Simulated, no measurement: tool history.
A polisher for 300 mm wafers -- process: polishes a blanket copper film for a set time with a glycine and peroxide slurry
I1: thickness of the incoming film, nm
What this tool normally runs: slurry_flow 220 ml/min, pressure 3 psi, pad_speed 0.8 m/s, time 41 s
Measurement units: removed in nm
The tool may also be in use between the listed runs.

run 1 hour=0 | slurry_flow=220 pressure=3 pad_speed=0.8 time=41 | I1=1743 | removed=177.7
run 2 hour=7.1 | slurry_flow=220 pressure=3 pad_speed=0.8 time=41 | I1=1706.2 | removed=173
run 3 hour=21.8 | slurry_flow=220 pressure=3 pad_speed=0.8 time=41 | I1=1712.5 | removed=172.5
run 4 hour=29.6 | slurry_flow=220 pressure=3 pad_speed=0.8 time=41 | I1=1745.6 | removed=173.1
run 5 hour=44.2 | slurry_flow=220 pressure=3.4 pad_speed=0.66 time=41 | I1=1745.3 | removed=160.2
run 6 hour=59.8 | slurry_flow=220 pressure=3.4 pad_speed=0.66 time=41 | I1=1719 | removed=162
run 7 hour=70.7 | slurry_flow=220 pressure=3.4 pad_speed=0.66 time=41 | I1=1720 | removed=159.8
run 8 hour=79.8 | slurry_flow=220 pressure=3 pad_speed=0.8 time=41 | I1=1730.6 | removed=169.6
run 9 hour=94.7 | slurry_flow=220 pressure=3 pad_speed=0.8 time=41 | I1=1749 | removed=172.2
run 10 hour=109.8 | slurry_flow=220 pressure=3 pad_speed=0.8 time=41 | I1=1706.4 | removed=171.3
-- hour=126 worn pad replaced by a new one
run 11 hour=135.6 | slurry_flow=240 pressure=3 pad_speed=0.8 time=48 | I1=1682.8 | removed=203.7
run 12 hour=147.9 | slurry_flow=240 pressure=3 pad_speed=0.8 time=48 | I1=1697.9 | removed=197.1
run 13 hour=155 | slurry_flow=220 pressure=3 pad_speed=0.8 time=41 | I1=1729.2 | removed=170.4
run 14 hour=168.3 | slurry_flow=220 pressure=3 pad_speed=0.66 time=41 | I1=1721 | removed=147.8
-- hour=177.6 slurry nozzle cleaned
run 15 hour=182.3 | slurry_flow=290 pressure=3 pad_speed=0.96 time=41 | I1=1704.1 | removed=208
run 16 hour=194.9 | slurry_flow=220 pressure=3 pad_speed=1.04 time=49 | I1=1738.5 | removed=252.3
run 17 hour=206.2 | slurry_flow=220 pressure=3.6 pad_speed=0.8 time=41 | I1=1708.4 | removed=196.1
run 18 hour=221.7 | slurry_flow=285 pressure=3.6 pad_speed=0.8 time=49 | I1=1742.7 | removed=237.8
run 19 hour=230.8 | slurry_flow=285 pressure=2.2 pad_speed=0.7 time=53 | I1=1750.5 | removed=162.5
-- hour=240.3 worn pad replaced by a new one
run 20 hour=243.9 | slurry_flow=220 pressure=3 pad_speed=0.8 time=41 | I1=1719.6 | removed=171.3
run 21 hour=253 | slurry_flow=245 pressure=3 pad_speed=0.8 time=41 | I1=1712.2 | removed=170.8
run 22 hour=270.5 | slurry_flow=160 pressure=3 pad_speed=1.04 time=41 | I1=1720 | removed=198.1
run 23 hour=282 | slurry_flow=170 pressure=3.6 pad_speed=0.6 time=29 | I1=1742 | removed=106.2
-- hour=299 head pressure recalibrated
run 24 hour=313.3 | slurry_flow=220 pressure=3.7 pad_speed=0.8 time=31 | I1=1716.6 | removed=163.2
run 25 hour=324.3 | slurry_flow=220 pressure=3 pad_speed=0.8 time=41 | I1=1696.5 | removed=177.8
run 26 hour=334.1 | slurry_flow=220 pressure=2.5 pad_speed=0.68 time=32 | I1=1707.9 | removed=106.3
run 27 hour=342.5 | slurry_flow=220 pressure=2.4 pad_speed=0.6 time=41 | I1=1711.9 | removed=125.5
-- hour=354.4 worn pad replaced by a new one
run 28 hour=355.4 | slurry_flow=220 pressure=3 pad_speed=0.8 time=41 | I1=1742.4 | removed=177.1
run 29 hour=365.4 | slurry_flow=285 pressure=3.8 pad_speed=0.62 time=33 | I1=1726.3 | removed=145
run 30 hour=373.2 | slurry_flow=220 pressure=3 pad_speed=0.96 time=35 | I1=1742.9 | removed=177.2
run 31 hour=380.6 | slurry_flow=220 pressure=3.6 pad_speed=0.8 time=41 | I1=1695.8 | removed=207
run 32 hour=390 | slurry_flow=220 pressure=3 pad_speed=0.8 time=37 | I1=1718 | removed=161.1
run 33 hour=396.9 | slurry_flow=220 pressure=3.6 pad_speed=0.8 time=37 | I1=1735.5 | removed=184.2
run 34 hour=405.8 | slurry_flow=190 pressure=3.4 pad_speed=0.68 time=34 | I1=1715.7 | removed=143.8
run 35 hour=454.6 | slurry_flow=220 pressure=3.9 pad_speed=0.8 time=41 | I1=1708.4 | removed=222.4
run 36 hour=469.9 | slurry_flow=190 pressure=2 pad_speed=0.8 time=41 | I1=1737 | removed=132.5
run 37 hour=480.1 | slurry_flow=220 pressure=3 pad_speed=0.8 time=41 | I1=1726 | removed=183.1
run 38 hour=487.5 | slurry_flow=195 pressure=2.3 pad_speed=0.96 time=41 | I1=1714.2 | removed=169

3 ways to go on from here, each from the tool as it stands after run 38. What would each give?
run A hour=487.9 | slurry_flow=220 pressure=3 pad_speed=0.8 time=41 | I1=1732.8 | removed=?
run B hour=487.9 | slurry_flow=250 pressure=3 pad_speed=0.8 time=46 | I1=1732.8 | removed=?
run C hour=487.9 | slurry_flow=245 pressure=2.7 pad_speed=0.58 time=46 | I1=1732.8 | removed=?

run=A removed=176.7
run=B removed=201.3
run=C removed=145.6
Without the tool's unlogged condition, the same runs would have read:
run=A removed=177.8
run=B removed=202.5
run=C removed=146.4

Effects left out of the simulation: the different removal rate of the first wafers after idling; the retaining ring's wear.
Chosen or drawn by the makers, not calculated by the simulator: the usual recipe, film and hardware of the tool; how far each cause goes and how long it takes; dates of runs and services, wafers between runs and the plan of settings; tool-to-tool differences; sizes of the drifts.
